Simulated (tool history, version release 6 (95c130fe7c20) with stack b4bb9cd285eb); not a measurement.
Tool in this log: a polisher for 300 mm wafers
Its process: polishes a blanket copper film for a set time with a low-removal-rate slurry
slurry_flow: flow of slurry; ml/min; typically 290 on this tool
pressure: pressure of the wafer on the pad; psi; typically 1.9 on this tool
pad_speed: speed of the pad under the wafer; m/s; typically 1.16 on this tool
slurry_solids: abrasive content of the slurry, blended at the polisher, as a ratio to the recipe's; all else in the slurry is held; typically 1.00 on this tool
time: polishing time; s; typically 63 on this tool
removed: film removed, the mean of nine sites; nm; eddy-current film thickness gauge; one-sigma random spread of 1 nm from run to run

| run | hour | slurry_flow | pressure | pad_speed | slurry_solids | time | wafers since the last listed run | wafers polished on this pad | hours since the slurry nozzle was cleaned | hours since the head pressure was calibrated | hours since the slurry blender was calibrated | incoming thickness of the incoming film, nm | removed |
|---|---|---|---|---|---|---|---|---|---|---|---|---|---|
| 1 | 0.0 | 290 | 1.9 | 1.28 | 1.00 | 63 | 0 | 710 | 267.5 | 398.9 | 300.6 | 805.2 | 145.6 |
| 2 | 40.7 | 290 | 2.5 | 1.16 | 1.00 | 63 | 418 | 1128 | 308.2 | 439.6 | 341.3 | 777.4 | 160.9 |
| 3 | 112.5 | 290 | 1.9 | 1.16 | 1.00 | 63 | 737 | 1866 | 380.0 | 511.4 | 413.1 | 786.7 | 129.5 |
|  | 143.9 | slurry nozzle cleaned |
| 4 | 180.2 | 290 | 1.9 | 1.16 | 1.00 | 63 | 685 | 2551 | 36.3 | 579.1 | 480.8 | 773.3 | 131.8 |
|  | 204.1 | slurry blender recalibrated |
| 5 | 245.9 | 290 | 1.9 | 1.16 | 1.00 | 63 | 654 | 3206 | 102.0 | 644.8 | 41.8 | 798.0 | 131.6 |
| 6 | 306.3 | 290 | 1.9 | 1.16 | 1.00 | 63 | 620 | 3826 | 162.4 | 705.2 | 102.2 | 785.9 | 130.2 |
| 7 | 361.8 | 290 | 1.9 | 1.16 | 1.00 | 63 | 570 | 4396 | 217.9 | 760.7 | 157.7 | 793.4 | 130.4 |
| 8 | 401.7 | 290 | 1.9 | 1.16 | 1.00 | 48 | 409 | 4806 | 257.8 | 800.6 | 197.6 | 773.7 | 98.5 |
|  | 432.6 | worn pad replaced by a new one |
| 9 | 442.0 | 290 | 1.9 | 1.16 | 1.00 | 48 | 372 | 96 | 298.1 | 840.9 | 237.9 | 796.8 | 98.1 |
| 10 | 502.0 | 290 | 1.9 | 1.16 | 1.00 | 63 | 616 | 712 | 358.1 | 900.9 | 297.9 | 782.1 | 126.9 |
| 11 | 572.8 | 290 | 1.9 | 0.98 | 1.20 | 80 | 727 | 1440 | 428.9 | 971.7 | 368.7 | 791.7 | 143.1 |
|  | 590.3 | slurry nozzle cleaned |
| 12 | 606.2 | 215 | 1.9 | 1.06 | 0.90 | 76 | 332 | 1773 | 15.9 | 1005.1 | 402.1 | 792.8 | 132.8 |
|  | 618.5 | slurry blender recalibrated |
| 13 | 637.3 | 290 | 2.6 | 0.92 | 1.20 | 63 | 298 | 2072 | 47.0 | 1036.2 | 18.8 | 776.7 | 133.0 |
| 14 | 675.1 | 290 | 1.9 | 1.36 | 1.00 | 63 | 388 | 2460 | 84.8 | 1074.0 | 56.6 | 795.3 | 147.2 |
| 15 | 711.0 | 290 | 1.9 | 1.16 | 1.00 | 63 | 368 | 2829 | 120.7 | 1109.9 | 92.5 | 789.7 | 125.4 |
| 16 | 744.7 | 290 | 1.9 | 1.16 | 1.00 | 63 | 346 | 3175 | 154.4 | 1143.6 | 126.2 | 781.1 | 124.4 |
| 17 | 800.9 | 290 | 1.9 | 1.16 | 1.00 | 63 | 577 | 3752 | 210.6 | 1199.8 | 182.4 | 793.2 | 122.6 |
| 18 | 863.9 | 290 | 1.9 | 1.16 | 1.00 | 63 | 647 | 4400 | 273.6 | 1262.8 | 245.4 | 776.7 | 119.8 |
|  | 918.4 | worn pad replaced by a new one |
| 19 | 924.8 | 290 | 1.9 | 1.16 | 1.00 | 63 | 584 | 65 | 334.5 | 1323.7 | 306.3 | 797.5 | 122.2 |
|  | 931.7 | head pressure recalibrated |
|  | 990.8 | slurry nozzle cleaned |
|  | 1038.2 | slurry blender recalibrated |
| 20 | 1087.7 | 290 | 1.9 | 1.28 | 1.00 | 63 | 1622 | 1688 | 96.9 | 156.0 | 49.5 | 784.0 | 146.5 |
| 21 | 1152.3 | 290 | 2.6 | 1.16 | 1.20 | 63 | 663 | 2351 | 161.5 | 220.6 | 114.1 | 787.5 | 179.2 |
| 22 | 1198.5 | 345 | 1.9 | 1.16 | 1.00 | 63 | 474 | 2826 | 207.7 | 266.8 | 160.3 | 792.3 | 134.8 |
| 23 | 1253.7 | 255 | 1.9 | 0.86 | 1.10 | 63 | 567 | 3393 | 262.9 | 322.0 | 215.5 | 794.7 | 100.6 |
| 24 | 1306.6 | 290 | 1.3 | 1.16 | 1.00 | 63 | 543 | 3937 | 315.8 | 374.9 | 268.4 | 781.2 | 101.6 |
| 25 | 1343.8 | 290 | 1.9 | 1.16 | 1.00 | 63 | 382 | 4319 | 353.0 | 412.1 | 305.6 | 787.5 | 132.7 |
|  | 1366.6 | worn pad replaced by a new one |
|  | 1375.8 | slurry nozzle cleaned |
| 26 | 1395.7 | 290 | 2.2 | 1.16 | 1.00 | 51 | 481 | 288 | 19.9 | 464.0 | 357.5 | 793.4 | 119.7 |
| 27 | 1465.1 | 290 | 1.9 | 1.16 | 0.90 | 63 | 712 | 1001 | 89.3 | 533.4 | 426.9 | 788.0 | 129.6 |
| 28 | 1493.6 | 290 | 1.9 | 1.48 | 1.00 | 63 | 292 | 1294 | 117.8 | 561.9 | 455.4 | 796.5 | 168.5 |
|  | 1536.5 | slurry blender recalibrated |
| 29 | 1544.5 | 290 | 1.6 | 1.38 | 0.70 | 63 | 502 | 1797 | 168.7 | 612.8 | 8.0 | 794.5 | 122.9 |
| 30 | 1574.6 | 290 | 1.9 | 1.16 | 1.00 | 63 | 309 | 2106 | 198.8 | 642.9 | 38.1 | 785.8 | 130.5 |

Here are 4 independent what-if runs from the current tool condition. What would each one return?
| A | 1575.0 | 290 | 1.9 | 1.16 | 1.00 | 45 | 4 | 2110 | 199.2 | 643.3 | 38.5 | 777.7 | ? |
| B | 1575.0 | 290 | 1.9 | 1.16 | 1.00 | 49 | 4 | 2110 | 199.2 | 643.3 | 38.5 | 777.7 | ? |
| C | 1575.0 | 350 | 1.9 | 1.16 | 1.00 | 63 | 4 | 2110 | 199.2 | 643.3 | 38.5 | 777.7 | ? |
| D | 1575.0 | 290 | 1.2 | 1.42 | 0.75 | 79 | 4 | 2110 | 199.2 | 643.3 | 38.5 | 777.7 | ? |

| run | removed |
|---|---|
| A | 92.4 |
| B | 100.6 |
| C | 131.1 |
| D | 133.1 |
Without the tool's hidden state the same runs would have given:
| run | removed |
|---|---|
| A | 94.6 |
| B | 103.0 |
| C | 134.2 |
| D | 136.3 |
